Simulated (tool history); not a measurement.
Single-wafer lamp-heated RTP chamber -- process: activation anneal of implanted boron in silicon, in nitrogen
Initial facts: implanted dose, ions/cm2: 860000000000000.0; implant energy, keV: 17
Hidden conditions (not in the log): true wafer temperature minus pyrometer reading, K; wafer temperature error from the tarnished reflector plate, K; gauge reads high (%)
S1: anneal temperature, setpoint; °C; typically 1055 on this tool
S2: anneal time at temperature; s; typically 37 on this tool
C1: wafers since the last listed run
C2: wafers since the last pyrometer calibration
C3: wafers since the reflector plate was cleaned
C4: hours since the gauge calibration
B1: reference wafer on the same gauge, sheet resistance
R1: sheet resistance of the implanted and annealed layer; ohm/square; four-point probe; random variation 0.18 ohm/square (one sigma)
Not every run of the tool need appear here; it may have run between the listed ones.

{"run": 1, "day": 0.0, "S1": 1055, "S2": 37, "C1": 0, "C2": 1967, "C3": 467, "C4": 513.9, "B1": 105.77, "R1": 119.97}
{"run": 2, "day": 6.804, "S1": 1055, "S2": 37, "C1": 2457, "C2": 4424, "C3": 2925, "C4": 677.2, "B1": 105.59, "R1": 119.55}
{"run": 3, "day": 11.146, "S1": 1055, "S2": 37, "C1": 1567, "C2": 5992, "C3": 4492, "C4": 781.4, "B1": 105.49, "R1": 119.33}
{"run": 4, "day": 14.167, "S1": 1033, "S2": 37, "C1": 1090, "C2": 7082, "C3": 5583, "C4": 853.9, "B1": 105.42, "R1": 120.54}
{"day": 15.317, "done": "pyrometer window cleaned and pyrometer calibrated"}
{"run": 5, "day": 16.604, "S1": 1033, "S2": 37, "C1": 759, "C2": 464, "C3": 6343, "C4": 912.4, "B1": 105.32, "R1": 120.35}
{"run": 6, "day": 18.788, "S1": 1033, "S2": 37, "C1": 788, "C2": 1252, "C3": 7132, "C4": 964.8, "B1": 105.32, "R1": 120.5}
{"day": 21.017, "done": "reflector plate cleaned"}
{"run": 7, "day": 21.358, "S1": 1055, "S2": 37, "C1": 808, "C2": 2060, "C3": 122, "C4": 1026.5, "B1": 105.23, "R1": 119.19}
{"run": 8, "day": 25.612, "S1": 1055, "S2": 37, "C1": 1536, "C2": 3597, "C3": 1659, "C4": 1128.6, "B1": 105.12, "R1": 119.32}
{"run": 9, "day": 27.979, "S1": 1055, "S2": 37, "C1": 854, "C2": 4451, "C3": 2513, "C4": 1185.4, "B1": 105.12, "R1": 118.94}
{"run": 10, "day": 30.967, "S1": 1055, "S2": 51, "C1": 1078, "C2": 5530, "C3": 3592, "C4": 1257.1, "B1": 105.03, "R1": 118.62}
{"run": 11, "day": 35.088, "S1": 1055, "S2": 51, "C1": 1488, "C2": 7018, "C3": 5080, "C4": 1356, "B1": 104.92, "R1": 118.5}
{"run": 12, "day": 37.362, "S1": 1055, "S2": 37, "C1": 821, "C2": 7840, "C3": 5902, "C4": 1410.6, "B1": 104.89, "R1": 118.97}
{"day": 39.45, "done": "pyrometer window cleaned and pyrometer calibrated"}
{"run": 13, "day": 41.308, "S1": 1055, "S2": 30, "C1": 1304, "C2": 671, "C3": 7206, "C4": 1505.3, "B1": 104.86, "R1": 119.59}
{"run": 14, "day": 45.683, "S1": 1055, "S2": 30, "C1": 1579, "C2": 2251, "C3": 8786, "C4": 1610.3, "B1": 104.66, "R1": 119.35}
{"day": 46.883, "done": "reflector plate cleaned"}
{"day": 48.546, "done": "gauge calibrated"}
{"run": 15, "day": 48.95, "S1": 1055, "S2": 30, "C1": 1059, "C2": 3310, "C3": 745, "C4": 9.7, "B1": 106.24, "R1": 120.75}
{"run": 16, "day": 51.638, "S1": 1055, "S2": 37, "C1": 970, "C2": 4281, "C3": 1716, "C4": 74.2, "B1": 106.14, "R1": 120.41}
{"day": 61.812, "done": "pyrometer window cleaned and pyrometer calibrated"}
{"run": 17, "day": 64.504, "S1": 1075, "S2": 56, "C1": 4526, "C2": 972, "C3": 6242, "C4": 383, "B1": 105.9, "R1": 118.39}
{"day": 67.104, "done": "reflector plate cleaned"}
{"run": 18, "day": 67.125, "S1": 1079, "S2": 19, "C1": 826, "C2": 1798, "C3": 7, "C4": 445.9, "B1": 105.92, "R1": 120.36}
{"run": 19, "day": 71.05, "S1": 1071, "S2": 53, "C1": 1417, "C2": 3215, "C3": 1425, "C4": 540.1, "B1": 105.75, "R1": 118.79}
{"run": 20, "day": 73.988, "S1": 1055, "S2": 37, "C1": 1060, "C2": 4276, "C3": 2485, "C4": 610.6, "B1": 105.7, "R1": 119.89}
{"run": 21, "day": 76.725, "S1": 1055, "S2": 37, "C1": 988, "C2": 5265, "C3": 3474, "C4": 676.3, "B1": 105.6, "R1": 119.81}
{"run": 22, "day": 81.162, "S1": 1055, "S2": 37, "C1": 1602, "C2": 6867, "C3": 5076, "C4": 782.8, "B1": 105.5, "R1": 119.76}
{"day": 84.821, "done": "pyrometer window cleaned and pyrometer calibrated"}
{"day": 88.192, "done": "reflector plate cleaned"}
{"run": 23, "day": 94.171, "S1": 1043, "S2": 31, "C1": 4456, "C2": 3256, "C3": 2159, "C4": 1095, "B1": 105.21, "R1": 120.18}
{"run": 24, "day": 96.025, "S1": 1045, "S2": 37, "C1": 669, "C2": 3925, "C3": 2828, "C4": 1139.5, "B1": 105.24, "R1": 119.65}
{"run": 25, "day": 98.446, "S1": 1055, "S2": 37, "C1": 874, "C2": 4799, "C3": 3702, "C4": 1197.6, "B1": 105.06, "R1": 119.3}
{"run": 26, "day": 100.825, "S1": 1032, "S2": 37, "C1": 859, "C2": 5659, "C3": 4562, "C4": 1254.7, "B1": 105.04, "R1": 120.03}
{"run": 27, "day": 105.296, "S1": 1076, "S2": 18, "C1": 1614, "C2": 7273, "C3": 6176, "C4": 1362, "B1": 105.02, "R1": 119.82}
{"run": 28, "day": 107.508, "S1": 1063, "S2": 17, "C1": 798, "C2": 8072, "C3": 6975, "C4": 1415.1, "B1": 105.02, "R1": 120.11}
{"day": 110.358, "done": "pyrometer window cleaned and pyrometer calibrated"}
{"run": 29, "day": 111.617, "S1": 1055, "S2": 57, "C1": 1363, "C2": 453, "C3": 8338, "C4": 1513.7, "B1": 104.87, "R1": 118.32}
{"day": 112.933, "done": "reflector plate cleaned"}
{"run": 30, "day": 114.375, "S1": 1046, "S2": 45, "C1": 875, "C2": 1329, "C3": 520, "C4": 1579.9, "B1": 104.83, "R1": 118.86}

Forecast each of these 4 alternatives for the next run:
{"run": "A", "day": 114.392, "S1": 1055, "S2": 37, "C1": 6, "C2": 1335, "C3": 526, "C4": 1580.3, "B1": "?", "R1": "?"}
{"run": "B", "day": 114.392, "S1": 1076, "S2": 31, "C1": 6, "C2": 1335, "C3": 526, "C4": 1580.3, "B1": "?", "R1": "?"}
{"run": "C", "day": 114.392, "S1": 1055, "S2": 31, "C1": 6, "C2": 1335, "C3": 526, "C4": 1580.3, "B1": "?", "R1": "?"}
{"run": "D", "day": 114.392, "S1": 1065, "S2": 27, "C1": 6, "C2": 1335, "C3": 526, "C4": 1580.3, "B1": "?", "R1": "?"}

run=A B1=104.85 R1=119.11
run=B B1=104.85 R1=118.96
run=C B1=104.85 R1=119.43
run=D B1=104.85 R1=119.46
Without the tool's unlogged condition, the same runs would have read:
run=A R1=120.46
run=B R1=120.31
run=C R1=120.79
run=D R1=120.82

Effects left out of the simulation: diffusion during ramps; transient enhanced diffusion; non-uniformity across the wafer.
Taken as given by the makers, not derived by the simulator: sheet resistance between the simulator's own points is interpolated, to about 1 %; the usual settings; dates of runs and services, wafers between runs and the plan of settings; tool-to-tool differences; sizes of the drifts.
